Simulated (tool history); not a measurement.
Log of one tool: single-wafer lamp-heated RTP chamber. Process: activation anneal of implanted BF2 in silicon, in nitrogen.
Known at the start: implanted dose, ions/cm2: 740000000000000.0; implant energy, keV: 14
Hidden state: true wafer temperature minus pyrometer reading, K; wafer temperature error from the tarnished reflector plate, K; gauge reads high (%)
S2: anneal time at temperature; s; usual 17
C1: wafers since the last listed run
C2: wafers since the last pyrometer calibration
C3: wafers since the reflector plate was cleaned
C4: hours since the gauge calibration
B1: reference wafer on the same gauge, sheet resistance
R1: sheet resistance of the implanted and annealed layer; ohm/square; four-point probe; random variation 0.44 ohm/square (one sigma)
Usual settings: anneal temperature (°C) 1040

{"run": 1, "hour": 0.0, "anneal temperature (°C)": 1040, "S2": 11, "C1": 0, "C2": 6181, "C3": 2493, "C4": 1167.7, "B1": 228.06, "R1": 213.45}
{"hour": 37.9, "done": "pyrometer window cleaned and pyrometer calibrated"}
{"run": 2, "hour": 51.0, "anneal temperature (°C)": 1040, "S2": 17, "C1": 641, "C2": 195, "C3": 3134, "C4": 1218.7, "B1": 227.98, "R1": 207.48}
{"run": 3, "hour": 80.6, "anneal temperature (°C)": 1040, "S2": 17, "C1": 441, "C2": 637, "C3": 3576, "C4": 1248.3, "B1": 228.18, "R1": 207.07}
{"run": 4, "hour": 105.9, "anneal temperature (°C)": 1040, "S2": 17, "C1": 377, "C2": 1015, "C3": 3953, "C4": 1273.6, "B1": 227.81, "R1": 207.81}
{"run": 5, "hour": 140.9, "anneal temperature (°C)": 1034, "S2": 17, "C1": 522, "C2": 1537, "C3": 4475, "C4": 1308.6, "B1": 227.79, "R1": 211.82}
{"run": 6, "hour": 171.7, "anneal temperature (°C)": 1023, "S2": 21, "C1": 459, "C2": 1996, "C3": 4935, "C4": 1339.4, "B1": 227.93, "R1": 215.68}
{"run": 7, "hour": 231.2, "anneal temperature (°C)": 1023, "S2": 21, "C1": 887, "C2": 2884, "C3": 5823, "C4": 1398.9, "B1": 227.79, "R1": 215.59}
{"run": 8, "hour": 275.0, "anneal temperature (°C)": 1023, "S2": 21, "C1": 653, "C2": 3537, "C3": 6476, "C4": 1442.7, "B1": 228.0, "R1": 215.21}
{"run": 9, "hour": 303.3, "anneal temperature (°C)": 1040, "S2": 17, "C1": 422, "C2": 3960, "C3": 6898, "C4": 1471.0, "B1": 227.97, "R1": 204.55}
{"run": 10, "hour": 361.4, "anneal temperature (°C)": 1040, "S2": 17, "C1": 866, "C2": 4827, "C3": 7765, "C4": 1529.1, "B1": 227.87, "R1": 204.31}
{"hour": 384.8, "done": "reflector plate cleaned"}
{"run": 11, "hour": 431.6, "anneal temperature (°C)": 1040, "S2": 17, "C1": 928, "C2": 5755, "C3": 698, "C4": 1599.3, "B1": 227.87, "R1": 204.36}
{"hour": 505.0, "done": "pyrometer window cleaned and pyrometer calibrated"}
{"run": 12, "hour": 505.5, "anneal temperature (°C)": 1040, "S2": 17, "C1": 983, "C2": 7, "C3": 1681, "C4": 1673.2, "B1": 228.06, "R1": 207.69}
{"run": 13, "hour": 569.3, "anneal temperature (°C)": 1040, "S2": 22, "C1": 951, "C2": 959, "C3": 2633, "C4": 1737.0, "B1": 227.82, "R1": 201.19}
{"run": 14, "hour": 627.2, "anneal temperature (°C)": 1031, "S2": 11, "C1": 863, "C2": 1823, "C3": 3496, "C4": 1794.9, "B1": 228.05, "R1": 225.68}
{"run": 15, "hour": 681.8, "anneal temperature (°C)": 1025, "S2": 9, "C1": 814, "C2": 2637, "C3": 4311, "C4": 1849.5, "B1": 227.72, "R1": 236.2}
{"run": 16, "hour": 733.1, "anneal temperature (°C)": 1019, "S2": 7, "C1": 765, "C2": 3403, "C3": 5076, "C4": 1900.8, "B1": 227.93, "R1": 250.86}
{"run": 17, "hour": 779.4, "anneal temperature (°C)": 1040, "S2": 13, "C1": 690, "C2": 4093, "C3": 5767, "C4": 1947.1, "B1": 228.02, "R1": 210.31}
{"run": 18, "hour": 808.4, "anneal temperature (°C)": 1051, "S2": 17, "C1": 432, "C2": 4526, "C3": 6200, "C4": 1976.1, "B1": 228.01, "R1": 195.32}
{"run": 19, "hour": 852.1, "anneal temperature (°C)": 1040, "S2": 13, "C1": 651, "C2": 5178, "C3": 6852, "C4": 2019.8, "B1": 228.13, "R1": 208.75}
{"run": 20, "hour": 880.4, "anneal temperature (°C)": 1013, "S2": 17, "C1": 422, "C2": 5600, "C3": 7274, "C4": 2048.1, "B1": 227.96, "R1": 229.99}
{"run": 21, "hour": 926.6, "anneal temperature (°C)": 1040, "S2": 17, "C1": 689, "C2": 6290, "C3": 7963, "C4": 2094.3, "B1": 227.83, "R1": 201.74}
{"hour": 938.4, "done": "pyrometer window cleaned and pyrometer calibrated"}
{"hour": 945.4, "done": "gauge calibrated"}
{"run": 22, "hour": 965.0, "anneal temperature (°C)": 1040, "S2": 20, "C1": 453, "C2": 396, "C3": 8417, "C4": 19.6, "B1": 227.97, "R1": 202.25}

Forecast run 23:
{"hour": 1006.4, "done": "reflector plate cleaned"}
{"run": 23, "hour": 1034.9, "anneal temperature (°C)": 1032, "S2": 13, "C1": 923, "C2": 1320, "C3": 425, "C4": 89.5, "B1": "?", "R1": "?"}

B1: 227.81
R1: 221.85 ohm/square
Without the tool's hidden state the same run would have given R1 223.71 ohm/square.
